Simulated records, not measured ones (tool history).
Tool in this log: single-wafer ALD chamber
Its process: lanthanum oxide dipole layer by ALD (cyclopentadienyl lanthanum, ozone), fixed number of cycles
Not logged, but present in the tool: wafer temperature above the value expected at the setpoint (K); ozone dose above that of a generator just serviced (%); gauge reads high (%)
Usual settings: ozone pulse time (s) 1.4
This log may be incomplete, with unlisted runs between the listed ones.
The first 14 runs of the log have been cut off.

| run | hour | ozone pulse time (s) | wafers since the last listed run | hours since the last thermocouple change | hours since the last ozone generator service | hours since the showerhead was replaced | hours since the gauge calibration | read-back reference wafer on the same gauge, thickness_nm | mean film thickness on the monitor wafer (Å) |
|---|---|---|---|---|---|---|---|---|---|
| 15 | 685.4 | 1.4 | 409 | 59.2 | 1018.7 | 2109 | 1360.4 | 0.498 | 5.59 |
|  | 694.3 | ozone generator serviced |
| 16 | 723.9 | 1.69 | 331 | 97.7 | 29.6 | 2147.5 | 1398.9 | 0.498 | 5.74 |
| 17 | 764.1 | 1.69 | 436 | 137.9 | 69.8 | 2187.7 | 1439.1 | 0.498 | 5.72 |
| 18 | 814.3 | 1.9 | 545 | 188.1 | 120 | 2237.9 | 1489.3 | 0.498 | 5.8 |
| 19 | 879.9 | 1.87 | 712 | 253.7 | 185.6 | 2303.5 | 1554.9 | 0.499 | 5.78 |
| 20 | 917.9 | 1.69 | 412 | 291.7 | 223.6 | 2341.5 | 1592.9 | 0.5 | 5.7 |
| 21 | 976.9 | 1.4 | 640 | 350.7 | 282.6 | 2400.5 | 1651.9 | 0.499 | 5.58 |
| 22 | 1027.6 | 1.84 | 550 | 401.4 | 333.3 | 2451.2 | 1702.6 | 0.499 | 5.79 |
| 23 | 1088.4 | 1.94 | 660 | 462.2 | 394.1 | 2512 | 1763.4 | 0.5 | 5.83 |
|  | 1110 | gauge calibrated |
| 24 | 1115.6 | 1.65 | 295 | 489.4 | 421.3 | 2539.2 | 5.6 | 0.494 | 5.65 |
| 25 | 1172.5 | 0.86 | 618 | 546.3 | 478.2 | 2596.1 | 62.5 | 0.494 | 4.86 |

For run 26, what comes out?
| 26 | 1229 | 1.62 | 613 | 602.8 | 534.7 | 2652.6 | 119 | ? | ? |

read-back reference wafer on the same gauge, thickness_nm: 0.494
mean film thickness on the monitor wafer (Å): 5.63
With no hidden state in the tool, this same run would have given mean film thickness on the monitor wafer (Å) 5.64.
